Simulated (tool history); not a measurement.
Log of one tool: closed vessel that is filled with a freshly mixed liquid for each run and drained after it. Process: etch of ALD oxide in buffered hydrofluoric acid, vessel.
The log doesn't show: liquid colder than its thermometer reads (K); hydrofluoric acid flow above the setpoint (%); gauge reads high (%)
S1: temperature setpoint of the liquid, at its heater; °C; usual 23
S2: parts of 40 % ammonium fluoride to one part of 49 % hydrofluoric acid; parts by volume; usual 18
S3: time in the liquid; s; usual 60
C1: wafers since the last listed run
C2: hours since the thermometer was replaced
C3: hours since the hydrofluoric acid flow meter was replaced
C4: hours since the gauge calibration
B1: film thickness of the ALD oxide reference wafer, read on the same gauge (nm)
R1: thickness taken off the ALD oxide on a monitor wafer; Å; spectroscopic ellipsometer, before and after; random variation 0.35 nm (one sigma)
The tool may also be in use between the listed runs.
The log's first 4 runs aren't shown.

| run | hour | S1 | S2 | S3 | C1 | C2 | C3 | C4 | B1 | R1 |
|---|---|---|---|---|---|---|---|---|---|---|
| 5 | 333.8 | 23 | 19.5 | 40 | 5282 | 1990 | 644.1 | 748.7 | 29.99 | 415 |
| 6 | 376.2 | 23 | 18 | 80 | 3190 | 2032.4 | 686.5 | 791.1 | 30.01 | 901.2 |
| 7 | 444 | 23 | 18 | 80 | 5102 | 2100.2 | 754.3 | 858.9 | 29.99 | 896 |
| 8 | 482 | 23 | 18 | 80 | 2859 | 2138.2 | 792.3 | 896.9 | 29.99 | 908.3 |
| 9 | 527.3 | 23 | 18 | 60 | 3408 | 2183.5 | 837.6 | 942.2 | 30.02 | 682.1 |
| 10 | 564.5 | 23 | 18 | 60 | 2799 | 2220.7 | 874.8 | 979.4 | 30.02 | 688.4 |
| 11 | 632.3 | 23 | 18 | 60 | 5102 | 2288.5 | 942.6 | 1047.2 | 29.97 | 684.6 |
| 12 | 694.5 | 23 | 18 | 60 | 4680 | 2350.7 | 1004.8 | 1109.4 | 29.98 | 683.1 |
| 13 | 727.8 | 23 | 18 | 60 | 2505 | 2384 | 1038.1 | 1142.7 | 30 | 684.8 |
| 14 | 768 | 23 | 18 | 60 | 3025 | 2424.2 | 1078.3 | 1182.9 | 30 | 682.1 |
| 15 | 817.5 | 23 | 18 | 60 | 3724 | 2473.7 | 1127.8 | 1232.4 | 30 | 684.9 |
| 16 | 860.2 | 23 | 18 | 70 | 3213 | 2516.4 | 1170.5 | 1275.1 | 30 | 806.5 |
|  | 876.9 | thermometer replaced |
| 17 | 932.1 | 23 | 18 | 60 | 5335 | 55.2 | 1242.4 | 1347 | 29.99 | 688.2 |
| 18 | 988.9 | 21.5 | 18 | 60 | 4274 | 112 | 1299.2 | 1403.8 | 29.98 | 628.5 |
| 19 | 1049.9 | 23 | 18 | 35 | 4590 | 173 | 1360.2 | 1464.8 | 29.99 | 401.9 |
| 20 | 1115.1 | 23 | 18 | 95 | 4906 | 238.2 | 1425.4 | 1530 | 29.98 | 1091.6 |

Run 21 comes next. What will it give?
| 21 | 1167.7 | 26 | 14.5 | 40 | 3958 | 290.8 | 1478 | 1582.6 | ? | ? |

B1: 30
R1: 676.4 Å
Without the tool's hidden state the same run would have given R1 651.7 Å.
